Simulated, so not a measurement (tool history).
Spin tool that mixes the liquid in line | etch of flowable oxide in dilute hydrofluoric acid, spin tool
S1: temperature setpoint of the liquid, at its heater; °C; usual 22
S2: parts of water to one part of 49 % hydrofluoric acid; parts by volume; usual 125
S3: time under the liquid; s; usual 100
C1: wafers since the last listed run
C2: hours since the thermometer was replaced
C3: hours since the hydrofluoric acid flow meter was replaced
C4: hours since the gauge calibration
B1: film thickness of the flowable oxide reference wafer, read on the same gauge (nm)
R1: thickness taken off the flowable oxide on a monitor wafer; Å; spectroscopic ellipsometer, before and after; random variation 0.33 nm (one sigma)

run 1 hour=0 | S1=23 S2=125 S3=100 | C1=0 C2=841.6 C3=1138.6 C4=593.4 | B1=60.01 | R1=376.8
run 2 hour=71.1 | S1=23 S2=125 S3=100 | C1=905 C2=912.7 C3=1209.7 C4=664.5 | B1=60.01 | R1=391.2
run 3 hour=156.4 | S1=25 S2=125 S3=100 | C1=1086 C2=998 C3=1295 C4=749.8 | B1=60.01 | R1=424.2
run 4 hour=247.2 | S1=24.5 S2=125 S3=100 | C1=1156 C2=1088.8 C3=1385.8 C4=840.6 | B1=60.01 | R1=410.8
run 5 hour=337.3 | S1=22 S2=100 S3=100 | C1=1147 C2=1178.9 C3=1475.9 C4=930.7 | B1=59.96 | R1=491.3
-- hour=374.4 thermometer replaced
run 6 hour=380.6 | S1=22 S2=100 S3=100 | C1=538 C2=6.2 C3=1519.2 C4=974 | B1=59.97 | R1=451.2
run 7 hour=432.3 | S1=22 S2=100 S3=100 | C1=658 C2=57.9 C3=1570.9 C4=1025.7 | B1=60.02 | R1=454.4
run 8 hour=537.5 | S1=25 S2=125 S3=65 | C1=1339 C2=163.1 C3=1676.1 C4=1130.9 | B1=60 | R1=254.5
run 9 hour=640.9 | S1=25 S2=125 S3=65 | C1=1316 C2=266.5 C3=1779.5 C4=1234.3 | B1=60.02 | R1=261.6
run 10 hour=731.1 | S1=25 S2=125 S3=65 | C1=1148 C2=356.7 C3=1869.7 C4=1324.5 | B1=60.02 | R1=268.3
run 11 hour=809.1 | S1=22 S2=125 S3=100 | C1=993 C2=434.7 C3=1947.7 C4=1402.5 | B1=59.98 | R1=363.2
run 12 hour=855.1 | S1=22 S2=125 S3=100 | C1=585 C2=480.7 C3=1993.7 C4=1448.5 | B1=60.03 | R1=363
-- hour=868.4 hydrofluoric acid flow meter replaced
run 13 hour=946.2 | S1=22 S2=125 S3=60 | C1=1147 C2=571.8 C3=77.8 C4=1539.6 | B1=59.99 | R1=218.5
run 14 hour=1031.2 | S1=22 S2=125 S3=60 | C1=1082 C2=656.8 C3=162.8 C4=1624.6 | B1=60 | R1=220.8
run 15 hour=1101.6 | S1=22 S2=125 S3=60 | C1=896 C2=727.2 C3=233.2 C4=1695 | B1=60 | R1=221.3
run 16 hour=1210.2 | S1=18 S2=125 S3=150 | C1=1383 C2=835.8 C3=341.8 C4=1803.6 | B1=60.02 | R1=474.2
run 17 hour=1271.2 | S1=24.5 S2=80 S3=70 | C1=776 C2=896.8 C3=402.8 C4=1864.6 | B1=59.99 | R1=472.4
run 18 hour=1314.6 | S1=22 S2=125 S3=100 | C1=552 C2=940.2 C3=446.2 C4=1908 | B1=60.02 | R1=380.4
run 19 hour=1384.2 | S1=26 S2=160 S3=125 | C1=886 C2=1009.8 C3=515.8 C4=1977.6 | B1=60.01 | R1=409.8
run 20 hour=1468 | S1=22 S2=145 S3=80 | C1=1067 C2=1093.6 C3=599.6 C4=2061.4 | B1=59.96 | R1=257.6
run 21 hour=1531.8 | S1=22 S2=125 S3=100 | C1=812 C2=1157.4 C3=663.4 C4=2125.2 | B1=59.99 | R1=375.9
run 22 hour=1630.8 | S1=25 S2=125 S3=65 | C1=1260 C2=1256.4 C3=762.4 C4=2224.2 | B1=60.02 | R1=280.2
run 23 hour=1707.2 | S1=18.5 S2=90 S3=150 | C1=972 C2=1332.8 C3=838.8 C4=2300.6 | B1=60.01 | R1=721.4
run 24 hour=1763 | S1=22 S2=85 S3=100 | C1=710 C2=1388.6 C3=894.6 C4=2356.4 | B1=59.97 | R1=602.6
-- hour=1776.6 gauge calibrated
-- hour=1805.5 thermometer replaced
run 25 hour=1830.4 | S1=22 S2=125 S3=100 | C1=845 C2=24.9 C3=962 C4=53.8 | B1=60 | R1=344.4
run 26 hour=1887.6 | S1=22 S2=125 S3=145 | C1=728 C2=82.1 C3=1019.2 C4=111 | B1=60 | R1=501.9
run 27 hour=1970.6 | S1=26.5 S2=125 S3=155 | C1=1057 C2=165.1 C3=1102.2 C4=194 | B1=59.99 | R1=645.6
run 28 hour=2065.8 | S1=18 S2=145 S3=55 | C1=1212 C2=260.3 C3=1197.4 C4=289.2 | B1=60.04 | R1=138.7
run 29 hour=2147.6 | S1=25 S2=125 S3=65 | C1=1041 C2=342.1 C3=1279.2 C4=371 | B1=59.98 | R1=262.1
run 30 hour=2224.3 | S1=26 S2=160 S3=40 | C1=976 C2=418.8 C3=1355.9 C4=447.7 | B1=59.98 | R1=125.8
run 31 hour=2331 | S1=19 S2=90 S3=80 | C1=1358 C2=525.5 C3=1462.6 C4=554.4 | B1=59.99 | R1=364.8
run 32 hour=2391.9 | S1=17.5 S2=80 S3=100 | C1=775 C2=586.4 C3=1523.5 C4=615.3 | B1=59.99 | R1=497
run 33 hour=2470.2 | S1=26.5 S2=180 S3=100 | C1=997 C2=664.7 C3=1601.8 C4=693.6 | B1=60.01 | R1=280.7

Hidden state or all else? Some run-to-run changes of R1, split into what the settings, what came in and random variation would give without the hidden state, and what is left for the hidden state (with any gauge scatter that isn't in both results):
The hidden state here: liquid hotter than its thermometer reads (K); hydrofluoric acid flow below the setpoint (%); gauge reads high (%).
Run 5 -> 6: thermometer replaced. R1 -40.1 Å: hidden state -39.8, all else -0.3.
Run 22 -> 23: S1 25 -> 18.5, S2 125 -> 90, S3 65 -> 150. R1 +441.2 Å: hidden state +49, all else +392.2.
Run 24 -> 25: S2 85 -> 125, gauge calibrated, thermometer replaced. R1 -258.2 Å: hidden state -61.3, all else -196.9.
Run 27 -> 28: S1 26.5 -> 18, S2 125 -> 145, S3 155 -> 55. R1 -506.9 Å: hidden state -5.6, all else -501.3.

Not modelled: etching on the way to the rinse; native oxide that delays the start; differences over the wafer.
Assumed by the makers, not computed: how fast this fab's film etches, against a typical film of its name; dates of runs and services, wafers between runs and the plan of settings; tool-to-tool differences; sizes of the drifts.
